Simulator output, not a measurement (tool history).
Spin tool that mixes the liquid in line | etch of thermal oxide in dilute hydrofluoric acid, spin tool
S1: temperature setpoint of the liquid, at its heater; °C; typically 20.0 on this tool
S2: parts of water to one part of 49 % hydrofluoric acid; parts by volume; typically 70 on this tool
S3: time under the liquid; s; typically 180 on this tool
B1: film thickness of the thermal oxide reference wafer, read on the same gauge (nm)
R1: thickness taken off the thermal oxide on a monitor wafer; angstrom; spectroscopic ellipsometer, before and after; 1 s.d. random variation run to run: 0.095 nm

run 1 day=0.000 | S1=20.0 S2=70 S3=180 | B1=149.97 | R1=122.0
run 2 day=4.467 | S1=20.0 S2=70 S3=180 | B1=150.04 | R1=121.2
run 3 day=6.012 | S1=20.0 S2=70 S3=180 | B1=150.02 | R1=121.3
run 4 day=9.025 | S1=20.0 S2=70 S3=180 | B1=150.03 | R1=122.1
run 5 day=13.233 | S1=20.0 S2=70 S3=180 | B1=150.02 | R1=123.4
run 6 day=14.858 | S1=20.0 S2=70 S3=180 | B1=150.01 | R1=123.4
run 7 day=18.767 | S1=20.0 S2=70 S3=180 | B1=149.96 | R1=125.0
run 8 day=21.058 | S1=23.5 S2=85 S3=115 | B1=149.99 | R1=73.7
run 9 day=25.383 | S1=23.0 S2=45 S3=125 | B1=149.99 | R1=158.8
-- day=27.700 gauge calibrated
run 10 day=28.067 | S1=20.0 S2=70 S3=180 | B1=150.02 | R1=124.2
run 11 day=30.342 | S1=18.5 S2=80 S3=210 | B1=150.01 | R1=118.6
-- day=32.471 hydrofluoric acid flow meter replaced
-- day=33.012 thermometer replaced
run 12 day=33.221 | S1=17.0 S2=90 S3=255 | B1=149.99 | R1=106.4
run 13 day=35.354 | S1=17.0 S2=95 S3=85 | B1=150.01 | R1=34.5
run 14 day=39.483 | S1=24.5 S2=85 S3=245 | B1=150.00 | R1=151.8
run 15 day=43.558 | S1=18.0 S2=40 S3=280 | B1=149.99 | R1=299.1

Predict each of these 5 candidate next runs independently; none follows another, all start after run 15:
run A day=43.579 | S1=17.0 S2=70 S3=180 | B1=? | R1=?
run B day=43.579 | S1=20.0 S2=85 S3=210 | B1=? | R1=?
run C day=43.579 | S1=22.5 S2=95 S3=240 | B1=? | R1=?
run D day=43.579 | S1=20.0 S2=70 S3=140 | B1=? | R1=?
run E day=43.579 | S1=24.5 S2=60 S3=130 | B1=? | R1=?

run=A B1=150.00 R1=102.4
run=B B1=150.00 R1=109.9
run=C B1=150.00 R1=123.1
run=D B1=150.00 R1=90.5
run=E B1=150.00 R1=119.5
The same runs, with their run-to-run variation unchanged, on a tool lacking any hidden condition would have given:
run=A R1=98.7
run=B R1=105.8
run=C R1=118.5
run=D R1=87.2
run=E R1=115.1
